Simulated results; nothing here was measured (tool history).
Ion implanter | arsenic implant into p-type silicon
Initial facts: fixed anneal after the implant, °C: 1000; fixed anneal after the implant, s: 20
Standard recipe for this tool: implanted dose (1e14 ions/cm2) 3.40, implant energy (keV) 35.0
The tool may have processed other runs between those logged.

run,hour,implanted dose (1e14 ions/cm2),implant energy (keV),wafers since the last listed run,hours since the last dose calibration,hours since the extraction supply was calibrated,hours since the gauge calibration,"read-back reference wafer on the same gauge, sheet resistance",sheet resistance of the implanted and annealed layer (ohm/square)
1,0.0,3.40,35.0,0,1379.1,4246.0,217.6,257.93,265.14
2,41.2,3.40,35.0,573,1420.3,4287.2,258.8,258.18,265.33
3,105.2,3.40,35.0,890,1484.3,4351.2,322.8,257.92,265.11
4,159.4,3.40,35.0,754,1538.5,4405.4,377.0,258.20,264.35
5,224.3,3.40,35.0,903,1603.4,4470.3,441.9,258.06,264.98
6,287.3,3.40,35.0,877,1666.4,4533.3,504.9,257.95,264.17
7,316.6,3.40,35.0,407,1695.7,4562.6,534.2,258.16,264.01
8,343.1,3.88,35.0,368,1722.2,4589.1,560.7,258.01,238.53
# hour 371.8: gauge calibrated
9,387.3,2.66,46.5,615,1766.4,4633.3,15.5,257.94,302.85
10,440.9,4.15,45.0,746,1820.0,4686.9,69.1,258.09,218.34
# hour 461.8: extraction supply calibrated
11,469.9,3.40,38.5,292,1849.0,8.1,98.1,258.32,259.96
12,540.8,2.73,42.5,987,1919.9,79.0,169.0,257.83,299.79
# hour 617.6: Faraday cup replaced and dose calibrated
13,618.1,2.99,35.0,964,0.5,156.3,246.3,257.93,294.77
14,715.9,3.40,35.0,1361,98.3,254.1,344.1,257.95,268.57
15,786.8,2.73,42.5,987,169.2,325.0,415.0,257.94,305.94
16,828.2,2.43,39.5,576,210.6,366.4,456.4,258.09,338.32
17,854.7,2.52,28.0,368,237.1,392.9,482.9,257.72,346.17

What would each run have given without the hidden state, its run-to-run variation left as it was?
Hidden conditions of the tool in this case: deviation of the true dose from the Faraday cup's reading, %; deviation of the true energy from its setpoint, %; gauge reads high (%).
run,sheet resistance of the implanted and annealed layer (ohm/square)
1,268.23
2,268.64
3,268.77
4,268.31
5,269.34
6,268.90
7,268.93
8,243.16
9,308.87
10,223.16
11,265.81
12,306.97
13,295.00
14,268.80
15,306.24
16,338.69
17,346.59
